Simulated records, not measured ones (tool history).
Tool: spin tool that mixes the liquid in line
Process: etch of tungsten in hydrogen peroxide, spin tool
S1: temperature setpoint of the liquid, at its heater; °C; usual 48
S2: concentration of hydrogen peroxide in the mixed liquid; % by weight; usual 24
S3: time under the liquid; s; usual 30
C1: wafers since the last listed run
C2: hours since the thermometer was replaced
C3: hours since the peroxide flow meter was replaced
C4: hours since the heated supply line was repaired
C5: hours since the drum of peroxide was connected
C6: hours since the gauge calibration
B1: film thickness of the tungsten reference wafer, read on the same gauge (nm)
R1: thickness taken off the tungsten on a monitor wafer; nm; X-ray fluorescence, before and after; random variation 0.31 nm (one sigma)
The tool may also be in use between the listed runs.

run 1 hour=0 | S1=48 S2=29.5 S3=30 | C1=0 C2=1697 C3=1468.9 C4=641.7 C5=404.3 C6=1127.4 | B1=49.95 | R1=48.91
run 2 hour=37.2 | S1=41 S2=24 S3=35 | C1=435 C2=1734.2 C3=1506.1 C4=678.9 C5=441.5 C6=1164.6 | B1=50 | R1=32.84
run 3 hour=118.6 | S1=41 S2=24 S3=35 | C1=953 C2=1815.6 C3=1587.5 C4=760.3 C5=522.9 C6=1246 | B1=50 | R1=32.66
run 4 hour=183.1 | S1=48 S2=29 S3=30 | C1=755 C2=1880.1 C3=1652 C4=824.8 C5=587.4 C6=1310.5 | B1=50.05 | R1=47.3
run 5 hour=251.9 | S1=51.5 S2=24 S3=30 | C1=805 C2=1948.9 C3=1720.8 C4=893.6 C5=656.2 C6=1379.3 | B1=49.99 | R1=53.47
run 6 hour=304.6 | S1=51.5 S2=24 S3=30 | C1=616 C2=2001.6 C3=1773.5 C4=946.3 C5=708.9 C6=1432 | B1=50 | R1=53.07
run 7 hour=407.8 | S1=48 S2=24 S3=30 | C1=1208 C2=2104.8 C3=1876.7 C4=1049.5 C5=812.1 C6=1535.2 | B1=50.04 | R1=42.43
-- hour=470.6 gauge calibrated
-- hour=475.1 thermometer replaced
run 8 hour=505.9 | S1=48 S2=18.5 S3=30 | C1=1136 C2=30.8 C3=1974.8 C4=1147.6 C5=910.2 C6=35.3 | B1=50.01 | R1=37.72
run 9 hour=603 | S1=54 S2=24 S3=30 | C1=1136 C2=127.9 C3=2071.9 C4=1244.7 C5=1007.3 C6=132.4 | B1=49.97 | R1=60.91
run 10 hour=678.9 | S1=48 S2=24 S3=30 | C1=888 C2=203.8 C3=2147.8 C4=1320.6 C5=1083.2 C6=208.3 | B1=50.01 | R1=42.55
run 11 hour=878.3 | S1=57.5 S2=24 S3=30 | C1=2334 C2=403.2 C3=2347.2 C4=1520 C5=1282.6 C6=407.7 | B1=50 | R1=73.35
-- hour=884.9 new drum of peroxide connected
-- hour=951.8 peroxide flow meter replaced
run 12 hour=961.9 | S1=44 S2=24 S3=45 | C1=955 C2=486.8 C3=10.1 C4=1603.6 C5=77 C6=491.3 | B1=49.99 | R1=53.72
run 13 hour=1025 | S1=42 S2=24 S3=30 | C1=738 C2=549.9 C3=73.2 C4=1666.7 C5=140.1 C6=554.4 | B1=49.95 | R1=31.59
run 14 hour=1069.3 | S1=45 S2=24 S3=20 | C1=518 C2=594.2 C3=117.5 C4=1711 C5=184.4 C6=598.7 | B1=50.03 | R1=25.58
-- hour=1074.6 heated supply line repaired
run 15 hour=1134.7 | S1=45 S2=24 S3=20 | C1=753 C2=659.6 C3=182.9 C4=60.1 C5=249.8 C6=664.1 | B1=50 | R1=25.14
run 16 hour=1214.9 | S1=48 S2=30 S3=30 | C1=938 C2=739.8 C3=263.1 C4=140.3 C5=330 C6=744.3 | B1=50.05 | R1=51.51
run 17 hour=1503.5 | S1=56 S2=26 S3=15 | C1=3378 C2=1028.4 C3=551.7 C4=428.9 C5=618.6 C6=1032.9 | B1=49.99 | R1=38.13

Forecast each of these 5 alternatives for the next run:
run A hour=1503.9 | S1=48 S2=24 S3=30 | C1=4 C2=1028.8 C3=552.1 C4=429.3 C5=619 C6=1033.3 | B1=? | R1=?
run B hour=1503.9 | S1=48 S2=24 S3=25 | C1=4 C2=1028.8 C3=552.1 C4=429.3 C5=619 C6=1033.3 | B1=? | R1=?
run C hour=1503.9 | S1=42.5 S2=26.5 S3=15 | C1=4 C2=1028.8 C3=552.1 C4=429.3 C5=619 C6=1033.3 | B1=? | R1=?
run D hour=1503.9 | S1=56 S2=19 S3=30 | C1=4 C2=1028.8 C3=552.1 C4=429.3 C5=619 C6=1033.3 | B1=? | R1=?
run E hour=1503.9 | S1=57 S2=24 S3=30 | C1=4 C2=1028.8 C3=552.1 C4=429.3 C5=619 C6=1033.3 | B1=? | R1=?

run=A B1=50.05 R1=45.13
run=B B1=50.05 R1=37.61
run=C B1=50.05 R1=16.77
run=D B1=50.05 R1=65.1
run=E B1=50.05 R1=77.59
Without the tool's hidden state the same runs would have given:
run=A R1=47.41
run=B R1=39.51
run=C R1=17.62
run=D R1=68.39
run=E R1=81.51
